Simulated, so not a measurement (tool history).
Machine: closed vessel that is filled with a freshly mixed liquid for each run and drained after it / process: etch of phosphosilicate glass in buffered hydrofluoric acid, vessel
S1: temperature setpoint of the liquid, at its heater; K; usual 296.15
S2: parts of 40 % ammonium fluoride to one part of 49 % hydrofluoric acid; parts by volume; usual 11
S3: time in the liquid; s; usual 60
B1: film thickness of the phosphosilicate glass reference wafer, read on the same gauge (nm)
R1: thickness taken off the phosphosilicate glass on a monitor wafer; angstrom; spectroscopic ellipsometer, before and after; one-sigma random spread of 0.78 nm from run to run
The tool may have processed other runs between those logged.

run	hour	S1	S2	S3	B1	R1
1	0	296.15	11	60	139.98	1507.3
2	11	296.15	11	60	140	1496.6
3	27.8	296.15	12.5	60	139.97	1317.3
4	36.5	296.15	11	60	140	1499.9
5	47.6	296.15	11	60	139.98	1492.4
6	54.9	296.15	11	60	139.96	1503.1
7	61.5	292.65	11	60	140.02	1235.9
8	73.9	292.65	11	60	139.99	1236.5
9	88.3	296.15	11	60	139.98	1494
10	98.9	296.15	8.5	40	139.97	1243.1
11	110.6	296.15	8.5	40	139.98	1244.7
12	118.3	296.15	11	60	140	1500.3
13	132	296.15	11	95	140.01	2369.6
14	149.7	296.15	11	60	140.02	1479.9
15	156.2	298.15	14	40	140.03	870.3
# hour 166.3: thermometer replaced
16	166.8	294.15	9	60	140.02	1436.2
17	179.1	296.15	11	70	140.01	1602.3
18	185.7	298.15	14	40	140	801
19	194.7	292.65	9.5	45	139.99	947
# hour 210.1: gauge calibrated
20	223.1	292.15	6.5	30	139.99	896.9
21	232	296.15	11	60	139.99	1372.8
# hour 244.7: thermometer replaced, repeated, since the last time left the tool worse
22	245.3	296.15	11	60	140.04	1625.9
# hour 254: hydrofluoric acid flow meter replaced
23	259.1	292.15	11	60	140.02	1290.7
24	268	296.15	11	60	140.02	1602.2
25	279.1	299.65	14	60	139.98	1552.2
26	295.7	296.15	14	60	139.99	1268.7
27	308	296.15	8.5	60	139.99	2007.3
28	315.6	296.15	14	30	140	633.5
29	333.2	294.15	9.5	95	139.99	2601.5
30	344.4	296.15	8	60	140	2151.3
31	358	296.15	11	60	139.98	1603.9

Forecast each of these 5 alternatives for the next run:
A	358.7	296.15	11	60	?	?
B	358.7	300.15	11	60	?	?
C	358.7	300.15	13.5	95	?	?
D	358.7	293.65	11	40	?	?
E	358.7	296.15	11	30	?	?

run	B1	R1
A	140.02	1616.9
B	140.02	2009
C	140.02	2604.1
D	140.02	938.4
E	140.02	808.4
With the hidden condition removed and each run's random variation left untouched, the same runs would have given:
run	R1
A	1641
B	2038.2
C	2642
D	952.6
E	820.5
